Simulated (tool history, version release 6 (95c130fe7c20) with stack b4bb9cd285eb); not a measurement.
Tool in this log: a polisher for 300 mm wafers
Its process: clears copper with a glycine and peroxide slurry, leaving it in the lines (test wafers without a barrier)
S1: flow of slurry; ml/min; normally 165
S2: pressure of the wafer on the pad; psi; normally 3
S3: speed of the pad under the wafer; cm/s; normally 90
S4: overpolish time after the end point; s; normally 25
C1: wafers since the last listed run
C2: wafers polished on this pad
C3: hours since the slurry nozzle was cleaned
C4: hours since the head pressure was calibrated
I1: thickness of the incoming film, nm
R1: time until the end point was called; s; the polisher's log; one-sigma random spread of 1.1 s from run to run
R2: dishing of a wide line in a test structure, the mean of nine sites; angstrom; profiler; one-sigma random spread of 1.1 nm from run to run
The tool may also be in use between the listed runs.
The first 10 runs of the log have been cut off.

| run | day | S1 | S2 | S3 | S4 | C1 | C2 | C3 | C4 | I1 | R1 | R2 |
|---|---|---|---|---|---|---|---|---|---|---|---|---|
| 11 | 4.696 | 165 | 3 | 100 | 25 | 52 | 286 | 204.5 | 1181.2 | 453.7 | 85.2 | 721 |
| 12 | 5.329 | 165 | 3.5 | 90 | 25 | 109 | 395 | 219.7 | 1196.4 | 446.6 | 79.4 | 755 |
| 13 | 5.729 | 165 | 3.5 | 90 | 25 | 68 | 464 | 229.3 | 1206 | 455.1 | 80.8 | 732 |
| 14 | 6.367 | 185 | 3 | 90 | 25 | 109 | 574 | 244.6 | 1221.3 | 447 | 88.2 | 704 |
| 15 | 6.758 | 200 | 3 | 90 | 25 | 67 | 642 | 254 | 1230.7 | 455.7 | 89.6 | 697 |
| 16 | 7.146 | 200 | 3 | 90 | 25 | 66 | 709 | 263.3 | 1240 | 452.1 | 91.3 | 702 |
| 17 | 7.6 | 165 | 3 | 80 | 25 | 78 | 787 | 274.2 | 1250.9 | 445.2 | 99.9 | 642 |
| 18 | 8.242 | 165 | 3.9 | 90 | 25 | 110 | 898 | 289.6 | 1266.3 | 449.5 | 73.9 | 772 |
| 19 | 8.888 | 165 | 3 | 90 | 25 | 111 | 1009 | 305.1 | 1281.8 | 456.9 | 99 | 660 |
| 20 | 9.321 | 165 | 3 | 90 | 25 | 74 | 1084 | 315.5 | 1292.2 | 455.5 | 95.2 | 670 |
| 21 | 9.892 | 180 | 3 | 90 | 39 | 98 | 1182 | 329.2 | 1305.9 | 460.3 | 96.9 | 905 |
|  | 10.592 | worn pad replaced by a new one |
| 22 | 10.612 | 200 | 3.9 | 74 | 14 | 95 | 3 | 346.5 | 1323.2 | 458.3 | 80.6 | 513 |
| 23 | 11.146 | 115 | 3.9 | 90 | 25 | 91 | 95 | 359.3 | 1336 | 456 | 79.4 | 763 |
|  | 11.283 | head pressure recalibrated |
| 24 | 11.892 | 195 | 3.5 | 80 | 25 | 114 | 209 | 377.2 | 14.6 | 457.5 | 84.1 | 746 |
| 25 | 12.146 | 165 | 3 | 90 | 25 | 43 | 253 | 383.3 | 20.7 | 454 | 91.7 | 703 |
| 26 | 12.517 | 165 | 2.4 | 66 | 16 | 63 | 317 | 392.2 | 29.6 | 460.6 | 129.3 | 368 |
|  | 12.742 | slurry nozzle cleaned |
| 27 | 12.912 | 110 | 3 | 78 | 11 | 61 | 378 | 4.1 | 39.1 | 449.1 | 103.7 | 304 |

What does the tool deliver on the next run?
| 28 | 13.492 | 130 | 3 | 90 | 32 | 99 | 478 | 18 | 53 | 447.3 | ? | ? |

{"run 28": {"R1": 95.1, "R2": 779}}
If the tool had no hidden condition, the same run with the same run-to-run variation would have returned R1 93.1 s, R2 791 angstrom.
